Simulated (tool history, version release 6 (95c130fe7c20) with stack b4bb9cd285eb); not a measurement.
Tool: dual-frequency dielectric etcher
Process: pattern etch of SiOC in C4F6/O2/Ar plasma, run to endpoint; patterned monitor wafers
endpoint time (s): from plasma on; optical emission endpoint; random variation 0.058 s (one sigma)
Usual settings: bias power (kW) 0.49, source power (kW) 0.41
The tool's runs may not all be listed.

run      day  bias power (kW)  source power (kW)  wafers since the last listed run  hours since the last wet clean  hours since the last bias power generator calibration  hours since the last source power generator calibration  hours since the last upper electrode change  incoming incoming film thickness, nm  endpoint time (s)
  1        0             0.42               0.45                                 0                           661.2                                                 1229.5                                                   1173.8                                       1923.9                                  28.4                9.2
       3.704  -- wet clean of the chamber
  2    3.725             0.42               0.45                              1124                             0.5                                                 1318.9                                                   1263.2                                       2013.3                                 28.51                9.3
  3    6.112             0.42               0.45                               985                            57.8                                                 1376.2                                                   1320.5                                       2070.6                                 28.27                9.1
  4    8.467             0.49               0.41                               971                           114.3                                                 1432.7                                                     1377                                       2127.1                                 28.37                9.2
  5   11.775             0.49               0.41                              1365                           193.7                                                 1512.1                                                   1456.4                                       2206.5                                 28.34                9.2
  6   14.542             0.49               0.41                              1141                           260.1                                                 1578.5                                                   1522.8                                       2272.9                                 28.63                9.2
  7   16.583             0.49               0.41                               842                           309.1                                                 1627.5                                                   1571.8                                       2321.9                                 28.43                9.2
  8   20.758             0.49               0.41                              1722                           409.3                                                 1727.7                                                     1672                                       2422.1                                 28.18                9.1
  9   22.729             0.41               0.41                               813                           456.6                                                   1775                                                   1719.3                                       2469.4                                 28.48                9.6
      23.138  -- bias power generator calibrated
 10   25.988             0.41               0.41                              1275                           534.8                                                   68.4                                                   1797.5                                       2547.6                                  28.4                9.7
      29.192  -- wet clean of the chamber
 11    29.25             0.49               0.41                               933                             1.4                                                  146.7                                                   1875.8                                       2625.9                                 28.29                9.2
 12   32.725             0.49               0.41                              1433                            84.8                                                  230.1                                                   1959.2                                       2709.3                                 27.95                9.1
 13   37.142             0.49               0.41                              1822                           190.8                                                  336.1                                                   2065.2                                       2815.3                                 27.98                  9
 14   39.112             0.49               0.41                               813                           238.1                                                  383.4                                                   2112.5                                       2862.6                                 28.28                9.1
 15   42.946            0.584               0.37                              1581                           330.1                                                  475.4                                                   2204.5                                       2954.6                                 28.44                9.2
 16   47.346             0.49               0.49                              1815                           435.7                                                    581                                                   2310.1                                       3060.2                                 28.34                8.4
 17   50.954             0.49               0.41                              1488                           522.3                                                  667.6                                                   2396.7                                       3146.8                                 28.26                9.2
      54.733  -- upper electrode replaced
 18   54.754             0.49               0.41                              1155                           613.5                                                  758.8                                                   2487.9                                          0.5                                 28.26                9.1
      56.538  -- wet clean of the chamber
 19   57.992            0.434               0.41                               923                            34.9                                                  836.5                                                   2565.6                                         78.2                                 28.34                9.3
 20   60.892            0.434               0.41                              1196                           104.5                                                  906.1                                                   2635.2                                        147.8                                 28.01                9.4
 21   67.812             0.37               0.33                              2855                           270.6                                                 1072.2                                                   2801.3                                        313.9                                 28.08               10.9
 22   70.617            0.447               0.41                              1156                           337.9                                                 1139.5                                                   2868.6                                        381.2                                 28.24                9.4
 23   74.283             0.49                0.5                              1512                           425.9                                                 1227.5                                                   2956.6                                        469.2                                 28.28                8.3
 24   77.675            0.373               0.49                              1399                           507.3                                                 1308.9                                                     3038                                        550.6                                 28.21                9.2
 25   81.325             0.49               0.37                              1505                           594.9                                                 1396.5                                                   3125.6                                        638.2                                 28.44                9.6
 26   85.054            0.373               0.38                              1538                           684.4                                                   1486                                                   3215.1                                        727.7                                 28.36               10.2
      86.783  -- wet clean of the chamber
 27   88.421            0.535               0.41                               976                            39.3                                                 1566.8                                                   3295.9                                        808.5                                 28.48                  9
 28   99.558            0.545               0.35                              4595                           306.6                                                 1834.1                                                   3563.2                                       1075.8                                 28.16                9.4
      99.879  -- bias power generator calibrated
     100.588  -- source power generator calibrated
 29  101.362             0.49               0.41                               606                           349.9                                                   35.6                                                     18.6                                       1119.1                                 28.33                9.2
 30  104.229            0.463               0.47                              1182                           418.7                                                  104.4                                                     87.4                                       1187.9                                 28.25                8.7
     116.829  -- wet clean of the chamber
 31   116.85             0.49               0.41                              4794                             0.5                                                  407.3                                                    390.3                                       1490.8                                 27.92                  9
 32  119.538             0.49               0.41                              1108                              65                                                  471.8                                                    454.8                                       1555.3                                 28.26                9.2
 33  122.333             0.49               0.47                              1153                           132.1                                                  538.9                                                    521.9                                       1622.4                                 28.47                8.7
 34  124.188             0.49               0.33                               765                           176.6                                                  583.4                                                    566.4                                       1666.9                                 28.09                9.9
 35  127.217            0.428               0.35                              1249                           249.3                                                  656.1                                                    639.1                                       1739.6                                  28.2               10.2
 36  131.375             0.49               0.41                              1715                           349.1                                                  755.9                                                    738.9                                       1839.4                                 28.47                9.3

3 ways to go on from here, each from the tool as it stands after run 36. What would each give?
  A  131.392             0.49               0.36                                 6                           349.5                                                  756.3                                                    739.3                                       1839.8                                 28.05                  ?
  B  131.392            0.392               0.38                                 6                           349.5                                                  756.3                                                    739.3                                       1839.8                                 28.05                  ?
  C  131.392            0.373               0.45                                 6                           349.5                                                  756.3                                                    739.3                                       1839.8                                 28.05                  ?

run  endpoint time (s)
  A                9.6
  B                9.9
  C                9.3
Without the tool's hidden state the same runs would have given:
run  endpoint time (s)
  A                9.6
  B                9.9
  C                9.3
